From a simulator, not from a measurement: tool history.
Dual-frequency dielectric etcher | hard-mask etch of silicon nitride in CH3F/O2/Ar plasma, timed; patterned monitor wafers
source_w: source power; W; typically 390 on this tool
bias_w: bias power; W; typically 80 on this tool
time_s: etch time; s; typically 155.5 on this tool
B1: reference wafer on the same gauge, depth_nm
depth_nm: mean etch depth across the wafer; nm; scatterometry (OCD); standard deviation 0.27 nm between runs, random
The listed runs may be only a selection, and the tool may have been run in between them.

{"run": 1, "hour": 0.0, "source_w": 390, "bias_w": 80, "time_s": 155.5, "B1": 103.0, "depth_nm": 107.2}
{"run": 2, "hour": 21.2, "source_w": 390, "bias_w": 80, "time_s": 179.5, "B1": 103.0, "depth_nm": 124.7}
{"run": 3, "hour": 34.8, "source_w": 390, "bias_w": 80, "time_s": 179.5, "B1": 103.0, "depth_nm": 123.4}
{"run": 4, "hour": 60.4, "source_w": 390, "bias_w": 80, "time_s": 179.5, "B1": 103.0, "depth_nm": 124.0}
{"run": 5, "hour": 93.9, "source_w": 390, "bias_w": 80, "time_s": 155.5, "B1": 103.1, "depth_nm": 106.6}
{"run": 6, "hour": 115.7, "source_w": 390, "bias_w": 80, "time_s": 155.5, "B1": 103.0, "depth_nm": 106.6}
{"run": 7, "hour": 143.0, "source_w": 390, "bias_w": 80, "time_s": 155.5, "B1": 103.0, "depth_nm": 106.5}
{"run": 8, "hour": 175.1, "source_w": 430, "bias_w": 80, "time_s": 144.0, "B1": 103.0, "depth_nm": 103.3}
{"run": 9, "hour": 183.9, "source_w": 390, "bias_w": 80, "time_s": 155.5, "B1": 103.0, "depth_nm": 106.0}
{"run": 10, "hour": 196.5, "source_w": 330, "bias_w": 69, "time_s": 187.0, "B1": 103.0, "depth_nm": 109.5}
{"run": 11, "hour": 215.1, "source_w": 330, "bias_w": 85, "time_s": 155.5, "B1": 102.9, "depth_nm": 100.1}
{"run": 12, "hour": 230.8, "source_w": 390, "bias_w": 80, "time_s": 155.5, "B1": 103.0, "depth_nm": 106.1}
{"run": 13, "hour": 264.2, "source_w": 420, "bias_w": 64, "time_s": 124.0, "B1": 103.1, "depth_nm": 81.9}
{"run": 14, "hour": 291.3, "source_w": 390, "bias_w": 80, "time_s": 155.5, "B1": 102.9, "depth_nm": 109.0}
{"run": 15, "hour": 321.3, "source_w": 390, "bias_w": 80, "time_s": 114.5, "B1": 103.1, "depth_nm": 80.2}
{"run": 16, "hour": 343.9, "source_w": 310, "bias_w": 94, "time_s": 141.5, "B1": 103.0, "depth_nm": 95.0}
{"run": 17, "hour": 379.7, "source_w": 290, "bias_w": 80, "time_s": 135.5, "B1": 103.0, "depth_nm": 81.7}

Withheld: 5 entries from between the runs. Position of each, and hidden state at the listed run before versus the listed run after:
From run 7 to run 8: bias power generator calibrated (hour 174.6); gauge calibrated (hour 174.7)
  etch rate over this chamber's usual, %: -2.51 -> -2.74
  difference, measured minus the result without the unlogged condition, depth_nm: -2.8 -> -2.9 nm
From run 12 to run 13: source power generator calibrated (hour 258.1); wet clean of the chamber (hour 258.4); upper electrode replaced (hour 263.7)
  etch rate over this chamber's usual, %: -3.14 -> 0.0614
  difference, measured minus the result without the unlogged condition, depth_nm: -3.4 -> +0.0 nm
